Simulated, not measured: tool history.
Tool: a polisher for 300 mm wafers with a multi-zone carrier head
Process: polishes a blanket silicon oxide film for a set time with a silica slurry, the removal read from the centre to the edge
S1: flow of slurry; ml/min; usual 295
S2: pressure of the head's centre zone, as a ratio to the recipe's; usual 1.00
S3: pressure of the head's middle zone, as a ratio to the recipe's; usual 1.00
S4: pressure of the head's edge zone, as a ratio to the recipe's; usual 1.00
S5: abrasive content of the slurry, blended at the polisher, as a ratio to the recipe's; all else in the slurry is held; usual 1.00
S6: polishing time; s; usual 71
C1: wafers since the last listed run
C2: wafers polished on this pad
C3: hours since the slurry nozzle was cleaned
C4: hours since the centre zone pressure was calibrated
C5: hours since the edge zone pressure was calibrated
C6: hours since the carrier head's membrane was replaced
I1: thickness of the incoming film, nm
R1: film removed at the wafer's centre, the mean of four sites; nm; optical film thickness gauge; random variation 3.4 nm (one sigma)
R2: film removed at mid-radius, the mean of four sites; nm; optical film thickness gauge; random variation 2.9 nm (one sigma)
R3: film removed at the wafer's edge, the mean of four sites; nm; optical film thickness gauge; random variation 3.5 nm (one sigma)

Run 1, hour 0.0: usual settings but S1 370 ml/min; C1 0; C2 1206; C3 444.8; C4 150.6; C5 185.0; C6 905.0; I1 837.5. Result: R1 275.3 nm, R2 272.7 nm, R3 278.8 nm.
Run 2, hour 56.4: usual settings; C1 628; C2 1835; C3 501.2; C4 207.0; C5 241.4; C6 961.4; I1 851.6. Result: R1 261.9 nm, R2 261.7 nm, R3 264.8 nm.
Run 3, hour 93.5: usual settings; C1 413; C2 2248; C3 538.3; C4 244.1; C5 278.5; C6 998.5; I1 834.0. Result: R1 259.5 nm, R2 258.1 nm, R3 274.4 nm.
Run 4, hour 133.5: usual settings but S1 345 ml/min, S3 1.04, S5 1.25, S6 90 s; C1 445; C2 2694; C3 578.3; C4 284.1; C5 318.5; C6 1038.5; I1 855.1. Result: R1 382.1 nm, R2 388.4 nm, R3 375.2 nm.
Run 5, hour 176.7: usual settings; C1 481; C2 3175; C3 621.5; C4 327.3; C5 361.7; C6 1081.7; I1 850.7. Result: R1 256.1 nm, R2 259.5 nm, R3 270.1 nm.
At hour 179.4: slurry nozzle cleaned.
Run 6, hour 233.9: usual settings but S2 0.93; C1 626; C2 3801; C3 54.5; C4 384.5; C5 418.9; C6 1138.9; I1 840.9. Result: R1 266.3 nm, R2 277.7 nm, R3 277.2 nm.
At hour 256.4: worn pad replaced by a new one, of another model than before.
Run 7, hour 271.4: usual settings but S2 1.05, S3 0.96, S4 1.04, S6 65 s; C1 373; C2 167; C3 92.0; C4 422.0; C5 456.4; C6 1176.4; I1 854.9. Result: R1 265.9 nm, R2 242.3 nm, R3 253.1 nm.
Run 8, hour 316.7: usual settings; C1 504; C2 671; C3 137.3; C4 467.3; C5 501.7; C6 1221.7; I1 845.0. Result: R1 266.8 nm, R2 269.4 nm, R3 276.1 nm.
Run 9, hour 382.2: usual settings but S1 215 ml/min, S2 0.91, S3 0.96; C1 729; C2 1401; C3 202.8; C4 532.8; C5 567.2; C6 1287.2; I1 862.4. Result: R1 213.6 nm, R2 223.5 nm, R3 245.9 nm.
Run 10, hour 446.2: usual settings; C1 713; C2 2114; C3 266.8; C4 596.8; C5 631.2; C6 1351.2; I1 854.9. Result: R1 262.2 nm, R2 259.4 nm, R3 263.4 nm.
At hour 452.2: carrier head's membrane replaced by a new one.
Run 11, hour 472.6: usual settings but S3 1.09, S6 79 s; C1 238; C2 2353; C3 293.2; C4 623.2; C5 657.6; C6 20.4; I1 849.6. Result: R1 287.1 nm, R2 306.9 nm, R3 291.3 nm.
Run 12, hour 532.0: usual settings but S2 1.05, S3 0.96, S4 1.04, S6 65 s; C1 661; C2 3015; C3 352.6; C4 682.6; C5 717.0; C6 79.8; I1 851.4. Result: R1 239.6 nm, R2 219.2 nm, R3 243.9 nm.
At hour 561.0: worn pad replaced by a new one.
Run 13, hour 571.1: usual settings but S1 230 ml/min, S3 1.09, S4 0.94, S5 1.10; C1 391; C2 112; C3 391.7; C4 721.7; C5 756.1; C6 118.9; I1 842.0. Result: R1 226.9 nm, R2 248.6 nm, R3 237.5 nm.
Run 14, hour 650.3: usual settings but S6 84 s; C1 882; C2 994; C3 470.9; C4 800.9; C5 835.3; C6 198.1; I1 847.5. Result: R1 286.3 nm, R2 286.2 nm, R3 303.6 nm.
Run 15, hour 689.3: usual settings but S1 255 ml/min, S2 0.92, S6 89 s; C1 434; C2 1429; C3 509.9; C4 839.9; C5 874.3; C6 237.1; I1 836.8. Result: R1 267.7 nm, R2 285.3 nm, R3 312.8 nm.
Run 16, hour 748.5: usual settings but S4 1.12; C1 659; C2 2089; C3 569.1; C4 899.1; C5 933.5; C6 296.3; I1 833.3. Result: R1 233.7 nm, R2 242.9 nm, R3 265.6 nm.
At hour 771.3: edge zone pressure recalibrated.
Run 17, hour 800.5: usual settings but S1 325 ml/min, S2 0.97; C1 557; C2 2646; C3 621.1; C4 951.1; C5 29.2; C6 348.3; I1 848.4. Result: R1 242.7 nm, R2 250.2 nm, R3 257.1 nm.
At hour 828.3: centre zone pressure recalibrated.
Run 18, hour 859.7: usual settings but S2 0.91; C1 637; C2 3283; C3 680.3; C4 31.4; C5 88.4; C6 407.5; I1 859.6. Result: R1 217.8 nm, R2 236.4 nm, R3 251.0 nm.
At hour 873.2: slurry nozzle cleaned.
Run 19, hour 905.1: usual settings; C1 494; C2 3778; C3 31.9; C4 76.8; C5 133.8; C6 452.9; I1 855.3. Result: R1 287.4 nm, R2 281.1 nm, R3 284.0 nm.
At hour 933.9: worn pad replaced by a new one.
Run 20, hour 946.1: usual settings; C1 412; C2 136; C3 72.9; C4 117.8; C5 174.8; C6 493.9; I1 844.9. Result: R1 281.4 nm, R2 273.8 nm, R3 280.8 nm.
Run 21, hour 995.7: usual settings; C1 552; C2 688; C3 122.5; C4 167.4; C5 224.4; C6 543.5; I1 839.9. Result: R1 270.7 nm, R2 271.8 nm, R3 273.7 nm.

Forecast each of these 4 alternatives for the next run:
Run A, hour 996.1: usual settings; C1 4; C2 693; C3 122.9; C4 167.8; C5 224.8; C6 543.9; I1 846.3. Result: R1 ?, R2 ?, R3 ?.
Run B, hour 996.1: usual settings but S4 0.96, S5 0.80; C1 4; C2 693; C3 122.9; C4 167.8; C5 224.8; C6 543.9; I1 846.3. Result: R1 ?, R2 ?, R3 ?.
Run C, hour 996.1: usual settings but S6 52 s; C1 4; C2 693; C3 122.9; C4 167.8; C5 224.8; C6 543.9; I1 846.3. Result: R1 ?, R2 ?, R3 ?.
Run D, hour 996.1: usual settings but S1 225 ml/min, S2 0.90; C1 4; C2 693; C3 122.9; C4 167.8; C5 224.8; C6 543.9; I1 846.3. Result: R1 ?, R2 ?, R3 ?.

run     R1     R2     R3
  A  270.4  268.1  280.1
  B  241.0  239.0  245.7
  C  198.0  196.4  205.1
  D  227.0  246.6  263.5
Without the tool's hidden state the same runs would have given:
run     R1     R2     R3
  A  283.9  280.1  289.5
  B  253.0  249.7  254.0
  C  207.9  205.1  212.0
  D  245.4  264.2  277.0

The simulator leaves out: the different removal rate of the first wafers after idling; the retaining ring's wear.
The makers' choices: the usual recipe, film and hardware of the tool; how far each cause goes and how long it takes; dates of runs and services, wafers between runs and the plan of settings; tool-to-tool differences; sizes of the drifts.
